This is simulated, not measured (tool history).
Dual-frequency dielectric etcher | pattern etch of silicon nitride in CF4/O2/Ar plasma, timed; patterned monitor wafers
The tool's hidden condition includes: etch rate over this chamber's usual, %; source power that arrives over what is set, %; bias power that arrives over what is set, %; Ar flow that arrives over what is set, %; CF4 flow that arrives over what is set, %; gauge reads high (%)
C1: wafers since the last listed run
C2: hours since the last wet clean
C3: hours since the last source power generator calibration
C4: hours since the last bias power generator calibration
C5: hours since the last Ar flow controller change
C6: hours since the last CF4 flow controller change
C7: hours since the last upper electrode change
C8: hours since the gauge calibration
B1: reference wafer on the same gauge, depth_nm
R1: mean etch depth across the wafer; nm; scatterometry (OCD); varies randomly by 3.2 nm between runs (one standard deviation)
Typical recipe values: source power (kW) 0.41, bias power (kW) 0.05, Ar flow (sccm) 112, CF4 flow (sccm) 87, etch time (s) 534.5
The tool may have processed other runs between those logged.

run 1 day=0 | source_power_(kW)=0.47 bias_power_(kW)=0.05 Ar_flow_(sccm)=112 CF4_flow_(sccm)=87 etch_time_(s)=636 | C1=0 C2=1 C3=3947.5 C4=3763.3 C5=4231.1 C6=3191.7 C7=34.8 C8=315.4 | B1=959.8 | R1=1135.7
run 2 day=0.825 | source_power_(kW)=0.47 bias_power_(kW)=0.05 Ar_flow_(sccm)=112 CF4_flow_(sccm)=87 etch_time_(s)=636 | C1=79 C2=20.8 C3=3967.3 C4=3783.1 C5=4250.9 C6=3211.5 C7=54.6 C8=335.2 | B1=960.7 | R1=1133.9
run 3 day=1.967 | source_power_(kW)=0.41 bias_power_(kW)=0.059 Ar_flow_(sccm)=112 CF4_flow_(sccm)=87 etch_time_(s)=534.5 | C1=110 C2=48.2 C3=3994.7 C4=3810.5 C5=4278.3 C6=3238.9 C7=82 C8=362.6 | B1=960.7 | R1=879.9
-- day=3.333 Ar flow controller replaced
run 4 day=3.354 | source_power_(kW)=0.41 bias_power_(kW)=0.059 Ar_flow_(sccm)=112 CF4_flow_(sccm)=87 etch_time_(s)=534.5 | C1=109 C2=81.5 C3=4028 C4=3843.8 C5=0.5 C6=3272.2 C7=115.3 C8=395.9 | B1=960.8 | R1=881.9
run 5 day=3.896 | source_power_(kW)=0.41 bias_power_(kW)=0.059 Ar_flow_(sccm)=112 CF4_flow_(sccm)=87 etch_time_(s)=534.5 | C1=52 C2=94.5 C3=4041 C4=3856.8 C5=13.5 C6=3285.2 C7=128.3 C8=408.9 | B1=960.3 | R1=886.4
run 6 day=4.475 | source_power_(kW)=0.44 bias_power_(kW)=0.05 Ar_flow_(sccm)=112 CF4_flow_(sccm)=87 etch_time_(s)=534.5 | C1=55 C2=108.4 C3=4054.9 C4=3870.7 C5=27.4 C6=3299.1 C7=142.2 C8=422.8 | B1=958.9 | R1=902.7
-- day=6.392 source power generator calibrated
-- day=7.796 CF4 flow controller replaced
run 7 day=8.204 | source_power_(kW)=0.41 bias_power_(kW)=0.05 Ar_flow_(sccm)=112 CF4_flow_(sccm)=87 etch_time_(s)=534.5 | C1=319 C2=197.9 C3=43.5 C4=3960.2 C5=116.9 C6=9.8 C7=231.7 C8=512.3 | B1=959.6 | R1=840.7
run 8 day=9 | source_power_(kW)=0.41 bias_power_(kW)=0.062 Ar_flow_(sccm)=112 CF4_flow_(sccm)=87 etch_time_(s)=534.5 | C1=76 C2=217 C3=62.6 C4=3979.3 C5=136 C6=28.9 C7=250.8 C8=531.4 | B1=959 | R1=896.5
run 9 day=10.446 | source_power_(kW)=0.41 bias_power_(kW)=0.05 Ar_flow_(sccm)=112 CF4_flow_(sccm)=87 etch_time_(s)=534.5 | C1=139 C2=251.7 C3=97.3 C4=4014 C5=170.7 C6=63.6 C7=285.5 C8=566.1 | B1=960.3 | R1=839.8
-- day=10.921 bias power generator calibrated
run 10 day=11.917 | source_power_(kW)=0.41 bias_power_(kW)=0.05 Ar_flow_(sccm)=112 CF4_flow_(sccm)=87 etch_time_(s)=534.5 | C1=125 C2=287 C3=132.6 C4=23.9 C5=206 C6=98.9 C7=320.8 C8=601.4 | B1=960.1 | R1=837.9
-- day=12.033 gauge calibrated
run 11 day=12.55 | source_power_(kW)=0.5 bias_power_(kW)=0.055 Ar_flow_(sccm)=112 CF4_flow_(sccm)=80 etch_time_(s)=534.5 | C1=61 C2=302.2 C3=147.8 C4=39.1 C5=221.2 C6=114.1 C7=336 C8=12.4 | B1=959.1 | R1=1027
run 12 day=13.192 | source_power_(kW)=0.41 bias_power_(kW)=0.061 Ar_flow_(sccm)=105 CF4_flow_(sccm)=87 etch_time_(s)=534.5 | C1=61 C2=317.6 C3=163.2 C4=54.5 C5=236.6 C6=129.5 C7=351.4 C8=27.8 | B1=959.6 | R1=896.9
run 13 day=14.458 | source_power_(kW)=0.41 bias_power_(kW)=0.05 Ar_flow_(sccm)=112 CF4_flow_(sccm)=87 etch_time_(s)=534.5 | C1=122 C2=348 C3=193.6 C4=84.9 C5=267 C6=159.9 C7=381.8 C8=58.2 | B1=960 | R1=839
run 14 day=15.808 | source_power_(kW)=0.41 bias_power_(kW)=0.05 Ar_flow_(sccm)=112 CF4_flow_(sccm)=87 etch_time_(s)=534.5 | C1=130 C2=380.4 C3=226 C4=117.3 C5=299.4 C6=192.3 C7=414.2 C8=90.6 | B1=959.9 | R1=842.7
run 15 day=16.658 | source_power_(kW)=0.47 bias_power_(kW)=0.044 Ar_flow_(sccm)=112 CF4_flow_(sccm)=87 etch_time_(s)=534.5 | C1=82 C2=400.8 C3=246.4 C4=137.7 C5=319.8 C6=212.7 C7=434.6 C8=111 | B1=959.1 | R1=922.3
run 16 day=17.458 | source_power_(kW)=0.41 bias_power_(kW)=0.05 Ar_flow_(sccm)=112 CF4_flow_(sccm)=105 etch_time_(s)=534.5 | C1=77 C2=420 C3=265.6 C4=156.9 C5=339 C6=231.9 C7=453.8 C8=130.2 | B1=960 | R1=857.3
run 17 day=18.479 | source_power_(kW)=0.41 bias_power_(kW)=0.05 Ar_flow_(sccm)=112 CF4_flow_(sccm)=87 etch_time_(s)=534.5 | C1=98 C2=444.5 C3=290.1 C4=181.4 C5=363.5 C6=256.4 C7=478.3 C8=154.7 | B1=960 | R1=837.3
run 18 day=19.058 | source_power_(kW)=0.41 bias_power_(kW)=0.039 Ar_flow_(sccm)=127 CF4_flow_(sccm)=72 etch_time_(s)=534.5 | C1=55 C2=458.4 C3=304 C4=195.3 C5=377.4 C6=270.3 C7=492.2 C8=168.6 | B1=958.8 | R1=753.6
run 19 day=20.542 | source_power_(kW)=0.41 bias_power_(kW)=0.045 Ar_flow_(sccm)=112 CF4_flow_(sccm)=87 etch_time_(s)=534.5 | C1=143 C2=494 C3=339.6 C4=230.9 C5=413 C6=305.9 C7=527.8 C8=204.2 | B1=961.7 | R1=817.2

Estimate the outcome of run 20 from the log above:
-- day=21.688 wet clean of the chamber
run 20 day=21.708 | source_power_(kW)=0.46 bias_power_(kW)=0.05 Ar_flow_(sccm)=112 CF4_flow_(sccm)=87 etch_time_(s)=489 | C1=16 C2=0.5 C3=367.6 C4=258.9 C5=441 C6=333.9 C7=555.8 C8=232.2 | B1=? | R1=?

Run 20 produced B1 960.8, R1 859.1 nm.
The same run, on a tool lacking any hidden state, would have yielded R1 859.1 nm.
